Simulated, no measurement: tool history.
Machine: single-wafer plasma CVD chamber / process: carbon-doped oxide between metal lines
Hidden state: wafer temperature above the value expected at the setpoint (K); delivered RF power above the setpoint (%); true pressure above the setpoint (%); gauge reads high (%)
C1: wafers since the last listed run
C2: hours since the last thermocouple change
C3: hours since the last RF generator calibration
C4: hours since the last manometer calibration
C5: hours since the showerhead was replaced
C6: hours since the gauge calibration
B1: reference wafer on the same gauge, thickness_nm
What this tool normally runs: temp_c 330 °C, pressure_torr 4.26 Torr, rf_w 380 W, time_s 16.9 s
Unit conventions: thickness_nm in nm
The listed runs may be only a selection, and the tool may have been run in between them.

{"run": 1, "hour": 0.0, "temp_c": 330, "pressure_torr": 4.26, "rf_w": 380, "time_s": 16.9, "C1": 0, "C2": 1835.4, "C3": 107.1, "C4": 20.3, "C5": 4716.5, "C6": 32.9, "B1": 70.482, "thickness_nm": 70.359}
{"hour": 51.8, "done": "showerhead replaced"}
{"run": 2, "hour": 52.3, "temp_c": 330, "pressure_torr": 3.52, "rf_w": 380, "time_s": 16.9, "C1": 1999, "C2": 1887.7, "C3": 159.4, "C4": 72.6, "C5": 0.5, "C6": 85.2, "B1": 70.376, "thickness_nm": 68.488}
{"run": 3, "hour": 111.9, "temp_c": 330, "pressure_torr": 4.26, "rf_w": 380, "time_s": 19.4, "C1": 2690, "C2": 1947.3, "C3": 219.0, "C4": 132.2, "C5": 60.1, "C6": 144.8, "B1": 70.295, "thickness_nm": 80.153}
{"run": 4, "hour": 182.1, "temp_c": 336, "pressure_torr": 4.26, "rf_w": 455, "time_s": 18.8, "C1": 3168, "C2": 2017.5, "C3": 289.2, "C4": 202.4, "C5": 130.3, "C6": 215.0, "B1": 70.48, "thickness_nm": 89.933}
{"run": 5, "hour": 244.7, "temp_c": 319, "pressure_torr": 4.26, "rf_w": 380, "time_s": 14.4, "C1": 2825, "C2": 2080.1, "C3": 351.8, "C4": 265.0, "C5": 192.9, "C6": 277.6, "B1": 70.456, "thickness_nm": 61.632}
{"run": 6, "hour": 278.7, "temp_c": 330, "pressure_torr": 4.26, "rf_w": 400, "time_s": 16.9, "C1": 1534, "C2": 2114.1, "C3": 385.8, "C4": 299.0, "C5": 226.9, "C6": 311.6, "B1": 70.512, "thickness_nm": 73.202}
{"hour": 318.2, "done": "thermocouple changed; heater temperature recalibrated"}
{"run": 7, "hour": 318.7, "temp_c": 322, "pressure_torr": 3.59, "rf_w": 380, "time_s": 14.9, "C1": 1444, "C2": 0.5, "C3": 425.8, "C4": 339.0, "C5": 266.9, "C6": 351.6, "B1": 70.409, "thickness_nm": 62.996}
{"run": 8, "hour": 356.2, "temp_c": 330, "pressure_torr": 4.26, "rf_w": 340, "time_s": 18.3, "C1": 1692, "C2": 38.0, "C3": 463.3, "C4": 376.5, "C5": 304.4, "C6": 389.1, "B1": 70.368, "thickness_nm": 68.569}
{"run": 9, "hour": 396.4, "temp_c": 330, "pressure_torr": 4.77, "rf_w": 380, "time_s": 16.9, "C1": 1814, "C2": 78.2, "C3": 503.5, "C4": 416.7, "C5": 344.6, "C6": 429.3, "B1": 70.398, "thickness_nm": 72.076}
{"run": 10, "hour": 434.8, "temp_c": 330, "pressure_torr": 4.26, "rf_w": 380, "time_s": 16.9, "C1": 1733, "C2": 116.6, "C3": 541.9, "C4": 455.1, "C5": 383.0, "C6": 467.7, "B1": 70.392, "thickness_nm": 71.221}
{"run": 11, "hour": 477.5, "temp_c": 338, "pressure_torr": 4.26, "rf_w": 430, "time_s": 19.2, "C1": 1927, "C2": 159.3, "C3": 584.6, "C4": 497.8, "C5": 425.7, "C6": 510.4, "B1": 70.36, "thickness_nm": 88.116}
{"run": 12, "hour": 516.0, "temp_c": 338, "pressure_torr": 4.26, "rf_w": 380, "time_s": 20.0, "C1": 1737, "C2": 197.8, "C3": 623.1, "C4": 536.3, "C5": 464.2, "C6": 548.9, "B1": 70.298, "thickness_nm": 82.319}
{"run": 13, "hour": 724.2, "temp_c": 326, "pressure_torr": 3.49, "rf_w": 335, "time_s": 16.9, "C1": 9398, "C2": 406.0, "C3": 831.3, "C4": 744.5, "C5": 672.4, "C6": 757.1, "B1": 70.263, "thickness_nm": 61.605}
{"run": 14, "hour": 773.5, "temp_c": 345, "pressure_torr": 4.26, "rf_w": 380, "time_s": 16.9, "C1": 2225, "C2": 455.3, "C3": 880.6, "C4": 793.8, "C5": 721.7, "C6": 806.4, "B1": 70.455, "thickness_nm": 67.585}
{"run": 15, "hour": 801.5, "temp_c": 330, "pressure_torr": 4.26, "rf_w": 380, "time_s": 15.1, "C1": 1263, "C2": 483.3, "C3": 908.6, "C4": 821.8, "C5": 749.7, "C6": 834.4, "B1": 70.255, "thickness_nm": 63.228}
{"run": 16, "hour": 863.3, "temp_c": 326, "pressure_torr": 5.28, "rf_w": 305, "time_s": 16.9, "C1": 2789, "C2": 545.1, "C3": 970.4, "C4": 883.6, "C5": 811.5, "C6": 896.2, "B1": 70.33, "thickness_nm": 59.136}
{"run": 17, "hour": 914.9, "temp_c": 330, "pressure_torr": 4.26, "rf_w": 380, "time_s": 16.9, "C1": 2329, "C2": 596.7, "C3": 1022.0, "C4": 935.2, "C5": 863.1, "C6": 947.8, "B1": 70.357, "thickness_nm": 70.74}
{"run": 18, "hour": 960.5, "temp_c": 330, "pressure_torr": 4.26, "rf_w": 380, "time_s": 18.7, "C1": 2058, "C2": 642.3, "C3": 1067.6, "C4": 980.8, "C5": 908.7, "C6": 993.4, "B1": 70.358, "thickness_nm": 77.875}
{"run": 19, "hour": 1011.7, "temp_c": 330, "pressure_torr": 4.98, "rf_w": 380, "time_s": 16.9, "C1": 2311, "C2": 693.5, "C3": 1118.8, "C4": 1032.0, "C5": 959.9, "C6": 1044.6, "B1": 70.331, "thickness_nm": 72.345}
{"run": 20, "hour": 1045.2, "temp_c": 342, "pressure_torr": 3.81, "rf_w": 380, "time_s": 19.3, "C1": 1512, "C2": 727.0, "C3": 1152.3, "C4": 1065.5, "C5": 993.4, "C6": 1078.1, "B1": 70.461, "thickness_nm": 76.453}
{"run": 21, "hour": 1088.5, "temp_c": 330, "pressure_torr": 5.22, "rf_w": 380, "time_s": 14.3, "C1": 1954, "C2": 770.3, "C3": 1195.6, "C4": 1108.8, "C5": 1036.7, "C6": 1121.4, "B1": 70.374, "thickness_nm": 61.497}
{"run": 22, "hour": 1136.2, "temp_c": 339, "pressure_torr": 4.26, "rf_w": 380, "time_s": 16.9, "C1": 2153, "C2": 818.0, "C3": 1243.3, "C4": 1156.5, "C5": 1084.4, "C6": 1169.1, "B1": 70.379, "thickness_nm": 68.508}
{"run": 23, "hour": 1189.1, "temp_c": 337, "pressure_torr": 3.73, "rf_w": 380, "time_s": 14.1, "C1": 2387, "C2": 870.9, "C3": 1296.2, "C4": 1209.4, "C5": 1137.3, "C6": 1222.0, "B1": 70.479, "thickness_nm": 56.745}
{"run": 24, "hour": 1217.2, "temp_c": 339, "pressure_torr": 3.28, "rf_w": 380, "time_s": 16.9, "C1": 1268, "C2": 899.0, "C3": 1324.3, "C4": 1237.5, "C5": 1165.4, "C6": 1250.1, "B1": 70.438, "thickness_nm": 66.221}
{"run": 25, "hour": 1243.4, "temp_c": 330, "pressure_torr": 3.55, "rf_w": 380, "time_s": 18.8, "C1": 1182, "C2": 925.2, "C3": 1350.5, "C4": 1263.7, "C5": 1191.6, "C6": 1276.3, "B1": 70.454, "thickness_nm": 76.1}
{"run": 26, "hour": 1275.1, "temp_c": 342, "pressure_torr": 3.81, "rf_w": 380, "time_s": 19.3, "C1": 1430, "C2": 956.9, "C3": 1382.2, "C4": 1295.4, "C5": 1223.3, "C6": 1308.0, "B1": 70.349, "thickness_nm": 76.407}

Expected results for the next run?
{"run": 27, "hour": 1307.5, "temp_c": 339, "pressure_torr": 4.26, "rf_w": 415, "time_s": 14.0, "C1": 1462, "C2": 989.3, "C3": 1414.6, "C4": 1327.8, "C5": 1255.7, "C6": 1340.4, "B1": "?", "thickness_nm": "?"}

B1: 70.444
thickness_nm: 61.994 nm
With no hidden state in the tool, this same run would have given thickness_nm 62.542 nm.
